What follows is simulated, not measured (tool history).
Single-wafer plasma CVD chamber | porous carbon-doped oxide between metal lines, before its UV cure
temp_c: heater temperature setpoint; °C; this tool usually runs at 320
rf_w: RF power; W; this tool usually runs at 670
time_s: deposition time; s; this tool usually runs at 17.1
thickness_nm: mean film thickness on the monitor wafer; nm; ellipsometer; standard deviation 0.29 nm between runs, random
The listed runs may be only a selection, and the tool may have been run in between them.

run	hour	temp_c	rf_w	time_s	read-back reference wafer on the same gauge, thickness_nm	thickness_nm
1	0.0	320	670	17.1	79.284	94.757
2	26.8	320	670	17.1	79.251	94.645
3	47.7	320	740	18.3	79.111	108.033
4	65.9	320	670	14.7	79.077	81.387
5	89.3	320	670	17.1	79.023	94.197
6	121.7	320	670	17.1	78.870	94.325
7	143.7	328	670	17.1	78.840	90.193
8	161.2	328	670	17.1	78.725	90.559
9	183.4	328	670	17.1	78.636	90.091
10	207.3	311	670	17.1	78.565	98.458
11	235.5	311	670	17.1	78.453	99.198
12	252.5	320	570	17.1	78.389	84.524
13	271.2	320	570	17.1	78.294	83.726
14	295.7	320	570	17.1	78.174	84.009
15	308.7	320	670	15.2	78.115	83.469
16	342.7	320	670	15.2	77.959	82.999
# hour 360.8: thermocouple changed; heater temperature recalibrated
17	369.4	308	670	16.0	77.768	93.293
18	389.3	324	670	14.1	77.657	75.913
19	401.6	320	560	17.1	77.581	82.292
20	425.1	320	785	19.2	77.447	114.282
# hour 428.1: gauge calibrated
21	458.1	320	670	20.2	79.502	111.875
22	473.5	306	670	17.1	79.499	102.811
23	509.2	307	705	20.1	79.457	123.909
# hour 527.8: RF generator calibrated
24	536.4	310	780	15.9	79.437	104.107
25	561.6	307	705	20.1	79.481	123.874
26	593.3	334	780	14.5	79.400	83.192
# hour 610.0: showerhead replaced
27	610.5	320	670	17.1	79.379	94.583
28	630.5	320	670	17.1	79.370	95.178
29	687.0	314	775	18.3	79.266	115.095
30	714.3	310	780	15.9	79.234	103.211
31	749.6	330	670	16.0	79.184	83.928
32	782.1	320	745	14.0	79.047	83.315

Run by run, hidden condition taken away, random variation retained:
Hidden conditions of the tool in this case: wafer temperature above the value expected at the setpoint (K); delivered RF power above the setpoint (%); gauge reads high (%).
run	thickness_nm
1	95.118
2	95.097
3	108.636
4	81.901
5	94.884
6	95.151
7	91.077
8	91.526
9	91.155
10	99.748
11	100.656
12	85.851
13	85.136
14	85.552
15	85.074
16	84.785
17	95.476
18	77.800
19	84.413
20	117.434
21	112.003
22	102.934
23	124.083
24	104.279
25	124.113
26	83.390
27	94.834
28	95.465
29	115.583
30	103.720
31	84.427
32	83.897
